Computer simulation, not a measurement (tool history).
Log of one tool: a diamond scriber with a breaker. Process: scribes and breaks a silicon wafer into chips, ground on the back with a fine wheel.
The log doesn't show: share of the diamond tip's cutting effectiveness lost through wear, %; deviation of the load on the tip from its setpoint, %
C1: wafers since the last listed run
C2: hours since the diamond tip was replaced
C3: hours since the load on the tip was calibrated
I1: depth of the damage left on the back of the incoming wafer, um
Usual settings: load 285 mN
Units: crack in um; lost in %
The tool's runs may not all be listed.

{"run": 1, "hour": 0.0, "load": 285, "C1": 0, "C2": 338, "C3": 29.6, "I1": 2.54, "crack": 8.5, "lost": 4.17}
{"run": 2, "hour": 31.0, "load": 285, "C1": 41, "C2": 369, "C3": 60.6, "I1": 1.52, "crack": 8.29, "lost": 2.12}
{"run": 3, "hour": 66.6, "load": 285, "C1": 47, "C2": 404.6, "C3": 96.2, "I1": 1.68, "crack": 8.25, "lost": 2.65}
{"run": 4, "hour": 95.9, "load": 285, "C1": 39, "C2": 433.9, "C3": 125.5, "I1": 2.89, "crack": 8.17, "lost": 5.98}
{"run": 5, "hour": 112.2, "load": 285, "C1": 21, "C2": 450.2, "C3": 141.8, "I1": 1.75, "crack": 8.05, "lost": 2.93}
{"run": 6, "hour": 166.7, "load": 352, "C1": 72, "C2": 504.7, "C3": 196.3, "I1": 1.65, "crack": 9, "lost": 2.54}
{"run": 7, "hour": 188.6, "load": 352, "C1": 29, "C2": 526.6, "C3": 218.2, "I1": 2.3, "crack": 9.08, "lost": 3.47}
{"run": 8, "hour": 203.2, "load": 285, "C1": 19, "C2": 541.2, "C3": 232.8, "I1": 1.7, "crack": 7.88, "lost": 3.87}
{"run": 9, "hour": 218.9, "load": 285, "C1": 20, "C2": 556.9, "C3": 248.5, "I1": 2.58, "crack": 7.86, "lost": 6.13}
{"run": 10, "hour": 252.5, "load": 285, "C1": 44, "C2": 590.5, "C3": 282.1, "I1": 2.87, "crack": 7.88, "lost": 7.6}
{"run": 11, "hour": 280.6, "load": 285, "C1": 37, "C2": 618.6, "C3": 310.2, "I1": 2.84, "crack": 7.77, "lost": 8.45}
{"run": 12, "hour": 309.0, "load": 285, "C1": 37, "C2": 647, "C3": 338.6, "I1": 2.72, "crack": 7.81, "lost": 8.43}
{"run": 13, "hour": 340.8, "load": 285, "C1": 42, "C2": 678.8, "C3": 370.4, "I1": 2.54, "crack": 7.39, "lost": 8.36}
{"hour": 383.3, "done": "load on the tip recalibrated"}
{"run": 14, "hour": 391.5, "load": 245, "C1": 64, "C2": 729.5, "C3": 8.2, "I1": 1.58, "crack": 7.9, "lost": 4.42}
{"run": 15, "hour": 417.6, "load": 321, "C1": 34, "C2": 755.6, "C3": 34.3, "I1": 2.81, "crack": 9.03, "lost": 4.82}
{"run": 16, "hour": 451.5, "load": 285, "C1": 45, "C2": 789.5, "C3": 68.2, "I1": 1.52, "crack": 8.29, "lost": 2.18}
{"run": 17, "hour": 484.0, "load": 285, "C1": 43, "C2": 822, "C3": 100.7, "I1": 2.59, "crack": 8.49, "lost": 4.77}
{"run": 18, "hour": 512.0, "load": 285, "C1": 37, "C2": 850, "C3": 128.7, "I1": 2.92, "crack": 8.18, "lost": 6.33}
{"run": 19, "hour": 547.0, "load": 217, "C1": 46, "C2": 885, "C3": 163.7, "I1": 1.89, "crack": 6.93, "lost": 13.86}
{"run": 20, "hour": 570.6, "load": 285, "C1": 31, "C2": 908.6, "C3": 187.3, "I1": 1.76, "crack": 7.94, "lost": 3.57}
{"run": 21, "hour": 585.0, "load": 285, "C1": 19, "C2": 923, "C3": 201.7, "I1": 1.75, "crack": 7.88, "lost": 3.5}
{"run": 22, "hour": 615.2, "load": 285, "C1": 40, "C2": 953.2, "C3": 231.9, "I1": 1.88, "crack": 8.06, "lost": 4.19}
{"run": 23, "hour": 637.9, "load": 207, "C1": 30, "C2": 975.9, "C3": 254.6, "I1": 2.78, "crack": 6.34, "lost": 21.22}
{"run": 24, "hour": 672.4, "load": 214, "C1": 45, "C2": 1010.4, "C3": 289.1, "I1": 2.42, "crack": 6.55, "lost": 20.25}
{"run": 25, "hour": 704.0, "load": 207, "C1": 42, "C2": 1042, "C3": 320.7, "I1": 2.36, "crack": 6.41, "lost": 22.58}
{"run": 26, "hour": 720.0, "load": 262, "C1": 21, "C2": 1058, "C3": 336.7, "I1": 2.13, "crack": 7.39, "lost": 9.85}

Forecast run 27:
{"run": 27, "hour": 748.8, "load": 260, "C1": 38, "C2": 1086.8, "C3": 365.5, "I1": 2.33, "crack": "?", "lost": "?"}

crack: 7.1 um
lost: 11.6 %
Without the tool's hidden state the same run would have given crack 8.09 um, lost 4.14 %.
